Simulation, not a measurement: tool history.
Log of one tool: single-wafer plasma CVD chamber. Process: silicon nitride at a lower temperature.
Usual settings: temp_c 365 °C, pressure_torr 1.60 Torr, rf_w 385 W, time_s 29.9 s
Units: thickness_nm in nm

run,hour,temp_c,pressure_torr,rf_w,time_s,wafers since the last listed run,hours since the last thermocouple change,hours since the last RF generator calibration,hours since the last manometer calibration,hours since the showerhead was replaced,hours since the gauge calibration,"read-back reference wafer on the same gauge, thickness_nm",thickness_nm
1,0.0,372,1.60,385,29.9,0,2727.4,1440.9,2071.0,6565.5,394.1,45.875,40.444
2,22.9,360,1.60,385,29.9,927,2750.3,1463.8,2093.9,6588.4,417.0,45.884,40.767
# hour 35.1: RF generator calibrated
# hour 36.8: thermocouple changed; heater temperature recalibrated
3,49.7,360,1.60,385,29.9,695,12.9,14.6,2120.7,6615.2,443.8,45.900,41.605
4,62.0,360,1.60,385,29.9,497,25.2,26.9,2133.0,6627.5,456.1,45.907,41.674
5,83.1,365,1.60,385,29.9,854,46.3,48.0,2154.1,6648.6,477.2,45.900,41.573
# hour 92.8: showerhead replaced
6,115.7,365,1.60,385,29.9,995,78.9,80.6,2186.7,22.9,509.8,45.886,41.530
7,137.2,365,1.47,385,29.9,870,100.4,102.1,2208.2,44.4,531.3,45.878,40.063
8,150.5,365,1.60,385,29.9,538,113.7,115.4,2221.5,57.7,544.6,45.917,41.345
9,163.1,365,1.60,385,29.9,510,126.3,128.0,2234.1,70.3,557.2,45.908,41.421
10,197.6,372,1.60,385,25.3,1396,160.8,162.5,2268.6,104.8,591.7,45.893,34.955
11,209.6,365,1.60,385,29.9,485,172.8,174.5,2280.6,116.8,603.7,45.917,41.364
12,226.4,378,1.60,420,27.3,680,189.6,191.3,2297.4,133.6,620.5,45.890,39.750
13,251.8,353,1.22,435,27.2,1028,215.0,216.7,2322.8,159.0,645.9,45.923,36.315
# hour 257.1: gauge calibrated
14,271.0,365,1.25,385,29.9,777,234.2,235.9,2342.0,178.2,13.9,45.887,37.159
15,289.0,365,1.60,385,29.9,728,252.2,253.9,2360.0,196.2,31.9,45.881,41.434
16,321.5,365,1.60,385,29.9,1315,284.7,286.4,2392.5,228.7,64.4,45.906,41.328
17,349.1,370,1.99,355,35.7,1117,312.3,314.0,2420.1,256.3,92.0,45.907,50.684
# hour 371.7: capacitance manometer re-zeroed and calibrated
18,372.2,365,1.23,385,35.6,611,335.4,337.1,0.5,279.4,115.1,45.898,45.308
19,401.5,365,1.60,410,29.9,1186,364.7,366.4,29.8,308.7,144.4,45.886,44.329
20,414.2,352,1.80,315,29.9,514,377.4,379.1,42.5,321.4,157.1,45.893,39.176
21,449.5,365,1.60,385,29.9,1429,412.7,414.4,77.8,356.7,192.4,45.884,42.584
22,469.6,365,1.60,385,29.9,813,432.8,434.5,97.9,376.8,212.5,45.904,42.710
23,503.6,371,1.60,430,29.9,1376,466.8,468.5,131.9,410.8,246.5,45.892,45.527
24,529.8,373,1.60,365,29.9,1060,493.0,494.7,158.1,437.0,272.7,45.884,40.959

Forecast run 25:
25,548.1,365,1.60,355,25.8,740,511.3,513.0,176.4,455.3,291.0,?,?

Run 25 gave read-back reference wafer on the same gauge, thickness_nm 45.901, thickness_nm 34.662 nm.
Without the tool's hidden state the same run would have given thickness_nm 34.822 nm.
